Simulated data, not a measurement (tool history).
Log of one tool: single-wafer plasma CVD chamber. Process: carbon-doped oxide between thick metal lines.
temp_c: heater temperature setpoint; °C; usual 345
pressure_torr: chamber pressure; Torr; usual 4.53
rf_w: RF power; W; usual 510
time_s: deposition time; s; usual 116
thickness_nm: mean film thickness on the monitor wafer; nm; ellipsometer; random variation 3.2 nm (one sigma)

run   hour  temp_c  pressure_torr  rf_w  time_s  read-back reference wafer on the same gauge, thickness_nm  thickness_nm
  1      0     345           4.53   510     116                                                    540.454       593.048
  2    7.7     345           4.53   510     116                                                    540.188       600.183
  3   16.7     345           4.53   510     116                                                    539.915       597.789
  4   29.1     345            4.9   535     116                                                    540.714        625.24
  5   43.5     345            4.9   535     116                                                    539.795        632.69
  6   53.6     345           4.53   510     116                                                    540.443       594.656
  7   67.8     345           4.53   510     116                                                    539.535       589.746
  8     80     345           4.53   510     116                                                    540.181       590.637
      91.6  -- showerhead replaced
  9   92.1     345           4.53   510     116                                                    539.475       598.084
 10   94.9     356           4.53   440     116                                                    540.204       492.223
 11  108.5     345           4.53   510     116                                                    540.161       596.201
     124.1  -- gauge calibrated
     129.3  -- capacitance manometer re-zeroed and calibrated
 12  129.8     345           4.53   510     116                                                    539.461       600.791
     138.7  -- RF generator calibrated
 13  139.2     345           4.53   510     116                                                    540.206       600.414
     150.9  -- thermocouple changed; heater temperature recalibrated
 14  151.4     345            3.5   510     125                                                    539.603       621.515
 15    157     331           4.53   580     135                                                    539.412       802.098
 16  171.8     345           4.53   445     105                                                    540.421       461.854
 17  180.4     340           4.53   480      97                                                    540.382       477.274
 18  188.3     345           4.53   510     116                                                    539.847       593.076
 19  194.6     345           3.97   510     116                                                    540.202       584.938
 20    209     334           5.63   425      97                                                    539.688        428.23
 21  225.4     345           4.53   445     105                                                    539.941       468.028
 22  240.5     331           4.11   415     130                                                    540.291        538.82
 23  258.4     345           4.53   575      99                                                    539.385       566.001
 24  274.9     345           4.53   510     116                                                    539.719       597.174
 25  284.7     345           5.47   415     116                                                    540.676       482.293
 26    294     338           4.53   510     135                                                    539.691       709.799
       300  -- gauge calibrated
 27  305.3     345           3.64   480     116                                                    539.845       547.537

5 ways to go on from here, each from the tool as it stands after run 27. What would each give?
  A  305.7     345           3.88   510     116                                                          ?             ?
  B  305.7     358           4.53   470      95                                                          ?             ?
  C  305.7     345           3.47   455     116                                                          ?             ?
  D  305.7     358           5.58   535     116                                                          ?             ?
  E  305.7     345           4.53   415     126                                                          ?             ?

run  read-back reference wafer on the same gauge, thickness_nm  thickness_nm
  A                                                    540.028       583.901
  B                                                    540.028       436.458
  C                                                    540.028       509.416
  D                                                    540.028       624.281
  E                                                    540.028       507.908
Without the tool's hidden state the same runs would have given:
run  thickness_nm
  A       583.901
  B       436.458
  C       509.416
  D       624.281
  E       507.908
